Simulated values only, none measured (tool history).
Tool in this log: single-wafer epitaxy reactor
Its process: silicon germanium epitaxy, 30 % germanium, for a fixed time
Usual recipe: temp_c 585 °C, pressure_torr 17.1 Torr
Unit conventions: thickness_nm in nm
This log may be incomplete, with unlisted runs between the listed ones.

run	day	temp_c	pressure_torr	wafers since the last listed run	hours since the last pyrometer calibration	hours since the last manometer calibration	hours since the showerhead was replaced	hours since the gauge calibration	read-back reference wafer on the same gauge, thickness_nm	thickness_nm
1	0	592	15.6	0	1773.6	750.6	5496.9	409.8	50.386	51.475
2	3.996	581	19.4	1799	1869.5	846.5	5592.8	505.7	50.427	42.565
3	4.575	581	19.4	260	1883.4	860.4	5606.7	519.6	50.495	42.986
4	5.904	585	17.1	598	1915.3	892.3	5638.6	551.5	50.418	45.532
5	6.712	593	17.1	364	1934.7	911.7	5658	570.9	50.418	53.619
6	8.058	593	17.1	606	1967	944	5690.3	603.2	50.401	54.232
# day 9.317: showerhead replaced
7	9.404	582	17.1	456	1999.3	976.3	2.1	635.5	50.358	42.877
# day 10.7: capacitance manometer re-zeroed and calibrated
# day 11.9: pyrometer calibrated
8	13.012	582	17.1	1325	26.7	55.5	88.7	722.1	50.343	40.926
9	13.717	597	17.1	317	43.6	72.4	105.6	739	50.403	55.758
10	15.175	597	17.1	656	78.6	107.4	140.6	774	50.395	55.561
11	15.788	585	15.4	275	93.3	122.1	155.3	788.7	50.411	42.441
12	16.896	585	17.1	499	119.9	148.7	181.9	815.3	50.395	43.455
13	18.208	585	17.1	591	151.4	180.2	213.4	846.8	50.397	43.573
# day 18.483: gauge calibrated
14	19.658	575	13.9	653	186.2	215	248.2	28.2	50.414	33.567
15	22.708	597	19.3	1373	259.4	288.2	321.4	101.4	50.397	57.179
16	23.246	599	13.2	242	272.3	301.1	334.3	114.3	50.332	55.331
17	24.425	585	17.1	531	300.6	329.4	362.6	142.6	50.393	43.515
18	28.238	576	20.7	1717	392.1	420.9	454.1	234.1	50.397	37.269
19	28.738	585	17.1	225	404.1	432.9	466.1	246.1	50.386	43.646
20	29.942	585	20.9	542	433	461.8	495	275	50.413	45.327
21	30.942	576	12.9	450	457	485.8	519	299	50.4	33.947

Selected run-to-run steps in thickness_nm, each split into two signed amounts: the part the tool would show with no hidden state at all (from settings, incoming material and random variation), and the remainder, which goes to the hidden state together with any gauge scatter not common to the measured and the hidden-state-free results:
Unlogged tool condition in this case: wafer temperature above the value expected at the setpoint (K); true pressure above the setpoint (%); gauge reads high (%).
Run 4 -> 5: temp_c 585 -> 593. thickness_nm +8.087 nm: hidden state +0.4, all else +7.687.
Run 7 -> 8: capacitance manometer re-zeroed and calibrated, pyrometer calibrated. thickness_nm -1.951 nm: hidden state -2.345, all else +0.394.
Run 8 -> 9: temp_c 582 -> 597. thickness_nm +14.832 nm: hidden state -0.027, all else +14.859.
Run 14 -> 15: temp_c 575 -> 597, pressure_torr 13.9 -> 19.3. thickness_nm +23.612 nm: hidden state +0.011, all else +23.601.

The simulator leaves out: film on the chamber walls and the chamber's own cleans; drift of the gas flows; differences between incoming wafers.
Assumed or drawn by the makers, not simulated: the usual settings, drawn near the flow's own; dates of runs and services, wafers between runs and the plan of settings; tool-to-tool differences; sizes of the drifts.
